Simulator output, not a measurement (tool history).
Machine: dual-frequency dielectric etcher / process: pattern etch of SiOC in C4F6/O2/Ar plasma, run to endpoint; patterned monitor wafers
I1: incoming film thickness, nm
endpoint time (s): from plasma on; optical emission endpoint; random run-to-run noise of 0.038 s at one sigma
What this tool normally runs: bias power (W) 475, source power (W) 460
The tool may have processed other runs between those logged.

Run 1, day 0: usual settings but bias power (W) 416; I1 37.97. Result: endpoint time (s) 12.8.
Run 2, day 0.546: usual settings; I1 38.07. Result: endpoint time (s) 12.4.
Run 3, day 1.379: usual settings but bias power (W) 513; I1 38.21. Result: endpoint time (s) 12.2.
Run 4, day 2.667: usual settings but bias power (W) 513; I1 38.37. Result: endpoint time (s) 12.4.
Run 5, day 3.488: usual settings but bias power (W) 513; I1 38.37. Result: endpoint time (s) 12.3.
Run 6, day 4.779: usual settings; I1 38.38. Result: endpoint time (s) 12.5.
Run 7, day 6.125: usual settings but bias power (W) 523, source power (W) 420; I1 38.17. Result: endpoint time (s) 12.9.
Run 8, day 6.783: usual settings but source power (W) 390; I1 37.93. Result: endpoint time (s) 13.8.
Run 9, day 7.667: usual settings; I1 38.35. Result: endpoint time (s) 12.6.
Run 10, day 8.454: usual settings; I1 38.19. Result: endpoint time (s) 12.4.
At day 9.462: upper electrode replaced.
At day 10.138: wet clean of the chamber.
Run 11, day 10.158: usual settings; I1 37.98. Result: endpoint time (s) 12.7.
Run 12, day 10.592: usual settings but source power (W) 500; I1 38.21. Result: endpoint time (s) 12.2.
Run 13, day 11.212: usual settings but source power (W) 500; I1 37.55. Result: endpoint time (s) 12.
Run 14, day 12.662: usual settings but source power (W) 500; I1 38.51. Result: endpoint time (s) 12.3.
At day 12.854: bias power generator calibrated.
Run 15, day 13.788: usual settings but bias power (W) 570, source power (W) 550; I1 38.14. Result: endpoint time (s) 10.9.
Run 16, day 14.95: usual settings but source power (W) 430; I1 38.59. Result: endpoint time (s) 13.5.
Run 17, day 15.896: usual settings but bias power (W) 410, source power (W) 580; I1 38.21. Result: endpoint time (s) 11.7.
Run 18, day 19.712: usual settings; I1 38.19. Result: endpoint time (s) 12.7.
Run 19, day 20.829: usual settings but bias power (W) 431, source power (W) 520; I1 38.49. Result: endpoint time (s) 12.2.
Run 20, day 21.796: usual settings but bias power (W) 561, source power (W) 350; I1 38.26. Result: endpoint time (s) 14.6.
Run 21, day 22.942: usual settings but bias power (W) 386, source power (W) 530; I1 38.67. Result: endpoint time (s) 12.5.
At day 23.596: source power generator calibrated.
Run 22, day 23.875: usual settings but bias power (W) 371; I1 38.04. Result: endpoint time (s) 13.1.
Run 23, day 24.612: usual settings; I1 38.48. Result: endpoint time (s) 12.5.
Run 24, day 25.233: usual settings but bias power (W) 396, source power (W) 530; I1 37.69. Result: endpoint time (s) 11.7.
Run 25, day 26.271: usual settings; I1 38.18. Result: endpoint time (s) 12.3.
Run 26, day 27.496: usual settings but bias power (W) 428, source power (W) 580; I1 37.89. Result: endpoint time (s) 11.
Run 27, day 28.242: usual settings; I1 38.21. Result: endpoint time (s) 12.3.
Run 28, day 29.617: usual settings; I1 38.47. Result: endpoint time (s) 12.4.

Alternative continuations, all from the tool just after run 28; predict every row:
Run A, day 29.633: usual settings but bias power (W) 516; I1 38.31. Result: endpoint time (s) ?.
Run B, day 29.633: usual settings but bias power (W) 527, source power (W) 560; I1 38.31. Result: endpoint time (s) ?.
Run C, day 29.633: usual settings but bias power (W) 544, source power (W) 390; I1 38.31. Result: endpoint time (s) ?.
Run D, day 29.633: usual settings but bias power (W) 417, source power (W) 520; I1 38.31. Result: endpoint time (s) ?.
Run E, day 29.633: usual settings but bias power (W) 441, source power (W) 370; I1 38.31. Result: endpoint time (s) ?.

run  endpoint time (s)
  A                 12
  B               10.7
  C               13.2
  D               11.8
  E               14.4
With no hidden state in the tool, these same runs would have given:
run  endpoint time (s)
  A               12.3
  B                 11
  C               13.5
  D               12.1
  E               14.8
